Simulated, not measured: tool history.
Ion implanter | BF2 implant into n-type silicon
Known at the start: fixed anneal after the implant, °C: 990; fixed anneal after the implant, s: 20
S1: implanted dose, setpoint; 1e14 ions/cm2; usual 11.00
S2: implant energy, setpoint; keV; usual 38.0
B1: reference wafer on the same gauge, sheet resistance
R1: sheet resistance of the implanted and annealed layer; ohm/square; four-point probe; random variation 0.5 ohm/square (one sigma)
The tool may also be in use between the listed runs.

| run | day | S1 | S2 | B1 | R1 |
|---|---|---|---|---|---|
| 1 | 0.000 | 11.00 | 38.0 | 171.65 | 147.18 |
| 2 | 2.650 | 11.00 | 38.0 | 171.66 | 146.26 |
| 3 | 4.333 | 11.00 | 38.0 | 172.03 | 146.95 |
| 4 | 7.242 | 13.21 | 33.5 | 172.19 | 148.45 |
| 5 | 8.962 | 13.21 | 33.5 | 172.37 | 149.22 |
| 6 | 10.808 | 11.00 | 32.5 | 172.76 | 158.50 |
| 7 | 13.242 | 11.00 | 32.5 | 172.83 | 158.29 |
| 8 | 16.029 | 11.00 | 32.5 | 173.07 | 158.48 |
| 9 | 22.654 | 11.95 | 28.0 | 173.75 | 167.81 |
| 10 | 25.325 | 11.00 | 38.0 | 174.14 | 148.59 |
| 11 | 27.658 | 11.00 | 38.0 | 174.46 | 148.47 |
| 12 | 29.146 | 13.21 | 38.0 | 174.60 | 141.29 |
| 13 | 30.817 | 13.21 | 38.0 | 174.86 | 142.29 |
| 14 | 38.325 | 9.78 | 38.0 | 175.86 | 156.66 |
| 15 | 40.396 | 9.78 | 38.0 | 176.19 | 156.46 |
| 16 | 41.692 | 12.20 | 38.0 | 176.44 | 145.04 |
| 17 | 43.388 | 12.20 | 38.0 | 176.67 | 146.29 |
| 18 | 44.554 | 12.20 | 38.0 | 176.77 | 146.24 |
|  | 44.883 | gauge calibrated |
| 19 | 47.242 | 8.00 | 41.5 | 169.90 | 162.74 |
| 20 | 49.379 | 11.00 | 38.0 | 169.91 | 144.83 |
| 21 | 50.517 | 8.58 | 29.5 | 169.94 | 177.24 |
| 22 | 53.308 | 11.00 | 38.0 | 169.81 | 144.90 |
| 23 | 57.188 | 11.00 | 38.0 | 170.10 | 144.84 |
| 24 | 58.529 | 11.00 | 38.0 | 170.07 | 144.92 |
| 25 | 59.796 | 11.00 | 48.0 | 170.00 | 131.75 |
| 26 | 62.608 | 7.91 | 50.0 | 170.17 | 155.19 |
|  | 64.171 | extraction supply calibrated |
|  | 64.242 | Faraday cup replaced and dose calibrated |
| 27 | 64.262 | 12.31 | 28.5 | 170.20 | 160.76 |
| 28 | 65.338 | 7.72 | 25.0 | 170.33 | 198.31 |
| 29 | 66.875 | 11.86 | 32.0 | 170.33 | 153.91 |
| 30 | 69.308 | 9.78 | 38.0 | 170.35 | 152.78 |
| 31 | 77.771 | 13.41 | 28.0 | 170.82 | 161.39 |
| 32 | 79.358 | 12.56 | 32.0 | 171.09 | 152.17 |
| 33 | 81.992 | 11.00 | 38.0 | 171.07 | 146.62 |
| 34 | 83.933 | 7.80 | 29.0 | 171.22 | 186.30 |
| 35 | 86.362 | 11.00 | 38.0 | 171.57 | 146.28 |
| 36 | 88.833 | 8.24 | 30.5 | 171.80 | 177.93 |

Forecast each of these 4 alternatives for the next run:
| A | 88.850 | 14.30 | 38.0 | ? | ? |
| B | 88.850 | 13.45 | 26.0 | ? | ? |
| C | 88.850 | 8.65 | 26.5 | ? | ? |
| D | 88.850 | 12.97 | 27.5 | ? | ? |

| run | B1 | R1 |
|---|---|---|
| A | 171.75 | 135.67 |
| B | 171.75 | 166.90 |
| C | 171.75 | 185.22 |
| D | 171.75 | 163.31 |
Without the tool's hidden state the same runs would have given:
| run | R1 |
|---|---|
| A | 134.35 |
| B | 165.28 |
| C | 183.43 |
| D | 161.73 |
